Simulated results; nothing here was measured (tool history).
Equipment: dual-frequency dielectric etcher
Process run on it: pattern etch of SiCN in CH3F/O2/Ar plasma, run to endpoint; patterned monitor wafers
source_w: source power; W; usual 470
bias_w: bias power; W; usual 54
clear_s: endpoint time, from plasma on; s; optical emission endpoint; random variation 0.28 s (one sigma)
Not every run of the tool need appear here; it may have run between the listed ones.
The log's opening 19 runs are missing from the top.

| run | hour | source_w | bias_w | incoming incoming film thickness, nm | clear_s |
|---|---|---|---|---|---|
| 20 | 442.5 | 470 | 47 | 11.80 | 31.5 |
| 21 | 466.8 | 470 | 54 | 11.94 | 30.6 |
| 22 | 483.0 | 400 | 41 | 11.96 | 33.8 |
| 23 | 508.8 | 530 | 50 | 11.96 | 29.4 |
|  | 525.9 | bias power generator calibrated |
| 24 | 542.4 | 470 | 66 | 11.99 | 29.3 |
|  | 578.7 | wet clean of the chamber |
| 25 | 579.2 | 560 | 61 | 12.01 | 29.9 |
| 26 | 594.1 | 470 | 54 | 11.90 | 32.1 |
| 27 | 629.5 | 380 | 63 | 11.98 | 33.8 |
| 28 | 657.8 | 410 | 54 | 11.94 | 33.7 |
| 29 | 682.3 | 400 | 41 | 12.01 | 36.0 |
| 30 | 699.6 | 500 | 63 | 11.91 | 30.7 |

Run 31 is up next; what results do you expect?
| 31 | 717.2 | 470 | 58 | 11.89 | ? |

Run 31 came out at clear_s 31.1 s.
If the tool had no hidden condition, the same run with the same run-to-run variation would have returned clear_s 31.3 s.
